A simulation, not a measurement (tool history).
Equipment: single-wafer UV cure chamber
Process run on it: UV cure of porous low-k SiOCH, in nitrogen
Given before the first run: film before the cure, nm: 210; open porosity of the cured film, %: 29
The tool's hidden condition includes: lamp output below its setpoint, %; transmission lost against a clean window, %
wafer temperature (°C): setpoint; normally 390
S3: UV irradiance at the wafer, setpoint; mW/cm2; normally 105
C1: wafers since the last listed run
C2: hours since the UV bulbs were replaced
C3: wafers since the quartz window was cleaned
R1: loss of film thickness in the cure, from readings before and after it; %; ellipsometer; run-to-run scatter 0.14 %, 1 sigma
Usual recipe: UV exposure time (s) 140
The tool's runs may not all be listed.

run 1 hour=0.0 | wafer_temperature_(°C)=390 UV_exposure_time_(s)=140 S3=105 | C1=0 C2=1971.6 C3=1327 | R1=11.456
run 2 hour=7.2 | wafer_temperature_(°C)=390 UV_exposure_time_(s)=195 S3=105 | C1=49 C2=1978.8 C3=1377 | R1=13.039
run 3 hour=23.4 | wafer_temperature_(°C)=390 UV_exposure_time_(s)=195 S3=105 | C1=111 C2=1995.0 C3=1488 | R1=12.644
run 4 hour=38.5 | wafer_temperature_(°C)=390 UV_exposure_time_(s)=140 S3=105 | C1=103 C2=2010.1 C3=1592 | R1=11.131
run 5 hour=49.1 | wafer_temperature_(°C)=390 UV_exposure_time_(s)=140 S3=105 | C1=72 C2=2020.7 C3=1665 | R1=10.970
run 6 hour=62.8 | wafer_temperature_(°C)=390 UV_exposure_time_(s)=140 S3=105 | C1=94 C2=2034.4 C3=1759 | R1=11.169
run 7 hour=75.2 | wafer_temperature_(°C)=390 UV_exposure_time_(s)=140 S3=105 | C1=85 C2=2046.8 C3=1844 | R1=11.041
run 8 hour=87.9 | wafer_temperature_(°C)=390 UV_exposure_time_(s)=140 S3=105 | C1=87 C2=2059.5 C3=1932 | R1=10.999
run 9 hour=95.4 | wafer_temperature_(°C)=390 UV_exposure_time_(s)=140 S3=105 | C1=51 C2=2067.0 C3=1983 | R1=10.793
-- hour=108.1 quartz window cleaned
run 10 hour=108.6 | wafer_temperature_(°C)=390 UV_exposure_time_(s)=140 S3=105 | C1=35 C2=2080.2 C3=3 | R1=12.594
run 11 hour=110.5 | wafer_temperature_(°C)=390 UV_exposure_time_(s)=140 S3=105 | C1=13 C2=2082.1 C3=16 | R1=12.347
run 12 hour=140.4 | wafer_temperature_(°C)=390 UV_exposure_time_(s)=60 S3=105 | C1=205 C2=2112.0 C3=221 | R1=8.137
run 13 hour=150.9 | wafer_temperature_(°C)=380 UV_exposure_time_(s)=140 S3=124 | C1=72 C2=2122.5 C3=294 | R1=12.837
-- hour=166.7 UV bulbs replaced
run 14 hour=167.5 | wafer_temperature_(°C)=390 UV_exposure_time_(s)=140 S3=142 | C1=59 C2=0.8 C3=353 | R1=13.970
run 15 hour=185.0 | wafer_temperature_(°C)=385 UV_exposure_time_(s)=140 S3=140 | C1=120 C2=18.3 C3=473 | R1=13.643
run 16 hour=199.9 | wafer_temperature_(°C)=376 UV_exposure_time_(s)=115 S3=105 | C1=102 C2=33.2 C3=576 | R1=10.692
run 17 hour=213.5 | wafer_temperature_(°C)=402 UV_exposure_time_(s)=165 S3=143 | C1=93 C2=46.8 C3=669 | R1=14.409
run 18 hour=227.6 | wafer_temperature_(°C)=379 UV_exposure_time_(s)=95 S3=117 | C1=96 C2=60.9 C3=766 | R1=10.205
run 19 hour=234.3 | wafer_temperature_(°C)=390 UV_exposure_time_(s)=165 S3=105 | C1=46 C2=67.6 C3=812 | R1=12.719
run 20 hour=247.9 | wafer_temperature_(°C)=390 UV_exposure_time_(s)=140 S3=105 | C1=93 C2=81.2 C3=906 | R1=11.476
run 21 hour=258.8 | wafer_temperature_(°C)=390 UV_exposure_time_(s)=140 S3=105 | C1=74 C2=92.1 C3=980 | R1=11.759
run 22 hour=267.2 | wafer_temperature_(°C)=390 UV_exposure_time_(s)=140 S3=105 | C1=57 C2=100.5 C3=1038 | R1=11.733

3 options for the next run, each taken on its own from the tool as it stands now. Forecast them:
run A hour=267.7 | wafer_temperature_(°C)=390 UV_exposure_time_(s)=140 S3=136 | C1=3 C2=101.0 C3=1042 | R1=?
run B hour=267.7 | wafer_temperature_(°C)=390 UV_exposure_time_(s)=140 S3=118 | C1=3 C2=101.0 C3=1042 | R1=?
run C hour=267.7 | wafer_temperature_(°C)=402 UV_exposure_time_(s)=170 S3=105 | C1=3 C2=101.0 C3=1042 | R1=?

run=A R1=12.953
run=B R1=12.227
run=C R1=12.861
Had the tool no hidden state, the same runs would have come out as:
run=A R1=13.655
run=B R1=12.921
run=C R1=13.562
